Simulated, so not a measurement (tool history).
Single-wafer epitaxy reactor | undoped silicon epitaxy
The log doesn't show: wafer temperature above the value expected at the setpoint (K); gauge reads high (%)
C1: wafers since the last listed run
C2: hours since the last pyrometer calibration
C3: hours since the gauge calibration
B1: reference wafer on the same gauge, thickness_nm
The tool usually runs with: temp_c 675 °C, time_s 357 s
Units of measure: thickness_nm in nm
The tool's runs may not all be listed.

{"run": 1, "hour": 0.0, "temp_c": 675, "time_s": 357, "C1": 0, "C2": 1065.3, "C3": 124.6, "B1": 138.156, "thickness_nm": 116.577}
{"run": 2, "hour": 16.1, "temp_c": 675, "time_s": 357, "C1": 94, "C2": 1081.4, "C3": 140.7, "B1": 138.023, "thickness_nm": 116.525}
{"run": 3, "hour": 50.2, "temp_c": 675, "time_s": 357, "C1": 200, "C2": 1115.5, "C3": 174.8, "B1": 137.823, "thickness_nm": 115.829}
{"run": 4, "hour": 71.8, "temp_c": 675, "time_s": 357, "C1": 127, "C2": 1137.1, "C3": 196.4, "B1": 137.606, "thickness_nm": 115.822}
{"run": 5, "hour": 107.4, "temp_c": 675, "time_s": 357, "C1": 209, "C2": 1172.7, "C3": 232, "B1": 137.415, "thickness_nm": 115.887}
{"run": 6, "hour": 122.3, "temp_c": 675, "time_s": 357, "C1": 87, "C2": 1187.6, "C3": 246.9, "B1": 137.341, "thickness_nm": 115.879}
{"run": 7, "hour": 145.1, "temp_c": 675, "time_s": 357, "C1": 134, "C2": 1210.4, "C3": 269.7, "B1": 137.077, "thickness_nm": 115.807}
{"run": 8, "hour": 180.3, "temp_c": 685, "time_s": 376, "C1": 206, "C2": 1245.6, "C3": 304.9, "B1": 137.075, "thickness_nm": 154.273}
{"run": 9, "hour": 209.4, "temp_c": 685, "time_s": 376, "C1": 171, "C2": 1274.7, "C3": 334, "B1": 136.911, "thickness_nm": 153.526}
{"run": 10, "hour": 230.3, "temp_c": 685, "time_s": 376, "C1": 122, "C2": 1295.6, "C3": 354.9, "B1": 136.786, "thickness_nm": 153.695}
{"run": 11, "hour": 244.9, "temp_c": 675, "time_s": 357, "C1": 85, "C2": 1310.2, "C3": 369.5, "B1": 136.771, "thickness_nm": 116.026}
{"run": 12, "hour": 280.4, "temp_c": 675, "time_s": 357, "C1": 208, "C2": 1345.7, "C3": 405, "B1": 136.642, "thickness_nm": 115.66}
{"run": 13, "hour": 302.8, "temp_c": 675, "time_s": 357, "C1": 131, "C2": 1368.1, "C3": 427.4, "B1": 136.654, "thickness_nm": 116.071}
{"run": 14, "hour": 334.1, "temp_c": 675, "time_s": 357, "C1": 184, "C2": 1399.4, "C3": 458.7, "B1": 136.592, "thickness_nm": 115.353}
{"run": 15, "hour": 358.7, "temp_c": 675, "time_s": 357, "C1": 144, "C2": 1424, "C3": 483.3, "B1": 136.515, "thickness_nm": 115.284}
{"run": 16, "hour": 390.0, "temp_c": 667, "time_s": 357, "C1": 184, "C2": 1455.3, "C3": 514.6, "B1": 136.37, "thickness_nm": 95.336}
{"run": 17, "hour": 406.1, "temp_c": 675, "time_s": 414, "C1": 94, "C2": 1471.4, "C3": 530.7, "B1": 136.355, "thickness_nm": 133.557}
{"run": 18, "hour": 437.3, "temp_c": 670, "time_s": 357, "C1": 183, "C2": 1502.6, "C3": 561.9, "B1": 136.357, "thickness_nm": 102.321}
{"run": 19, "hour": 454.2, "temp_c": 670, "time_s": 357, "C1": 99, "C2": 1519.5, "C3": 578.8, "B1": 136.261, "thickness_nm": 102.607}
{"run": 20, "hour": 477.4, "temp_c": 675, "time_s": 312, "C1": 136, "C2": 1542.7, "C3": 602, "B1": 136.278, "thickness_nm": 100.559}
{"run": 21, "hour": 512.6, "temp_c": 675, "time_s": 312, "C1": 206, "C2": 1577.9, "C3": 637.2, "B1": 136.259, "thickness_nm": 100.543}
{"hour": 514.3, "done": "gauge calibrated"}
{"run": 22, "hour": 608.6, "temp_c": 675, "time_s": 382, "C1": 564, "C2": 1673.9, "C3": 94.3, "B1": 138.638, "thickness_nm": 124.919}
{"run": 23, "hour": 632.7, "temp_c": 681, "time_s": 315, "C1": 141, "C2": 1698, "C3": 118.4, "B1": 138.344, "thickness_nm": 118.532}
{"hour": 663.5, "done": "pyrometer calibrated"}
{"run": 24, "hour": 693.3, "temp_c": 689, "time_s": 410, "C1": 309, "C2": 29.8, "C3": 179, "B1": 137.9, "thickness_nm": 183.953}
{"run": 25, "hour": 726.9, "temp_c": 671, "time_s": 357, "C1": 197, "C2": 63.4, "C3": 212.6, "B1": 137.559, "thickness_nm": 105.727}
{"run": 26, "hour": 753.8, "temp_c": 675, "time_s": 418, "C1": 158, "C2": 90.3, "C3": 239.5, "B1": 137.399, "thickness_nm": 135.478}
{"run": 27, "hour": 788.0, "temp_c": 663, "time_s": 330, "C1": 201, "C2": 124.5, "C3": 273.7, "B1": 137.205, "thickness_nm": 80.64}
{"run": 28, "hour": 815.6, "temp_c": 668, "time_s": 308, "C1": 162, "C2": 152.1, "C3": 301.3, "B1": 137.154, "thickness_nm": 84.984}
{"run": 29, "hour": 834.6, "temp_c": 675, "time_s": 357, "C1": 111, "C2": 171.1, "C3": 320.3, "B1": 136.99, "thickness_nm": 115.153}
{"run": 30, "hour": 850.4, "temp_c": 675, "time_s": 357, "C1": 92, "C2": 186.9, "C3": 336.1, "B1": 137.013, "thickness_nm": 115.644}
{"run": 31, "hour": 879.8, "temp_c": 679, "time_s": 334, "C1": 172, "C2": 216.3, "C3": 365.5, "B1": 136.728, "thickness_nm": 118.968}
{"run": 32, "hour": 905.5, "temp_c": 675, "time_s": 357, "C1": 151, "C2": 242, "C3": 391.2, "B1": 136.849, "thickness_nm": 115.596}
{"run": 33, "hour": 929.1, "temp_c": 680, "time_s": 299, "C1": 138, "C2": 265.6, "C3": 414.8, "B1": 136.685, "thickness_nm": 108.688}
{"run": 34, "hour": 947.0, "temp_c": 675, "time_s": 357, "C1": 105, "C2": 283.5, "C3": 432.7, "B1": 136.568, "thickness_nm": 115.002}
{"run": 35, "hour": 971.9, "temp_c": 688, "time_s": 394, "C1": 146, "C2": 308.4, "C3": 457.6, "B1": 136.653, "thickness_nm": 172.429}
{"run": 36, "hour": 1057.6, "temp_c": 688, "time_s": 423, "C1": 503, "C2": 394.1, "C3": 543.3, "B1": 136.541, "thickness_nm": 184.496}
{"run": 37, "hour": 1090.6, "temp_c": 669, "time_s": 287, "C1": 194, "C2": 427.1, "C3": 576.3, "B1": 136.346, "thickness_nm": 80.511}
{"run": 38, "hour": 1106.1, "temp_c": 660, "time_s": 314, "C1": 91, "C2": 442.6, "C3": 591.8, "B1": 136.364, "thickness_nm": 70.327}
{"run": 39, "hour": 1130.3, "temp_c": 675, "time_s": 309, "C1": 142, "C2": 466.8, "C3": 616, "B1": 136.272, "thickness_nm": 99.767}
{"run": 40, "hour": 1197.3, "temp_c": 675, "time_s": 357, "C1": 393, "C2": 533.8, "C3": 683, "B1": 136.237, "thickness_nm": 115.079}
{"run": 41, "hour": 1214.8, "temp_c": 669, "time_s": 425, "C1": 102, "C2": 551.3, "C3": 700.5, "B1": 136.249, "thickness_nm": 118.831}
{"run": 42, "hour": 1235.6, "temp_c": 681, "time_s": 290, "C1": 122, "C2": 572.1, "C3": 721.3, "B1": 136.244, "thickness_nm": 107.47}
{"run": 43, "hour": 1264.0, "temp_c": 664, "time_s": 314, "C1": 166, "C2": 600.5, "C3": 749.7, "B1": 136.095, "thickness_nm": 77.515}
{"run": 44, "hour": 1281.8, "temp_c": 665, "time_s": 403, "C1": 104, "C2": 618.3, "C3": 767.5, "B1": 136.216, "thickness_nm": 102.229}

Subtracting, for every run, the result it would have given without the tool's unlogged condition from the measured result gives the following. The same run-to-run variation enters both numbers; the gauge's scatter may not:
run=1 thickness_nm=-1.53
run=2 thickness_nm=-1.652
run=3 thickness_nm=-1.877
run=4 thickness_nm=-2.01
run=5 thickness_nm=-2.208
run=6 thickness_nm=-2.282
run=7 thickness_nm=-2.387
run=8 thickness_nm=-3.374
run=9 thickness_nm=-3.498
run=10 thickness_nm=-3.594
run=11 thickness_nm=-2.758
run=12 thickness_nm=-2.848
run=13 thickness_nm=-2.915
run=14 thickness_nm=-2.966
run=15 thickness_nm=-3.014
run=16 thickness_nm=-2.538
run=17 thickness_nm=-3.586
run=18 thickness_nm=-2.788
run=19 thickness_nm=-2.816
run=20 thickness_nm=-2.785
run=21 thickness_nm=-2.819
run=22 thickness_nm=-1.277
run=23 thickness_nm=-1.419
run=24 thickness_nm=-2.888
run=25 thickness_nm=-1.841
run=26 thickness_nm=-2.526
run=27 thickness_nm=-1.614
run=28 thickness_nm=-1.785
run=29 thickness_nm=-2.49
run=30 thickness_nm=-2.556
run=31 thickness_nm=-2.727
run=32 thickness_nm=-2.723
run=33 thickness_nm=-2.618
run=34 thickness_nm=-2.813
run=35 thickness_nm=-4.3
run=36 thickness_nm=-4.845
run=37 thickness_nm=-2.147
run=38 thickness_nm=-1.887
run=39 thickness_nm=-2.702
run=40 thickness_nm=-3.182
run=41 thickness_nm=-3.3
run=42 thickness_nm=-3
run=43 thickness_nm=-2.177
run=44 thickness_nm=-2.881
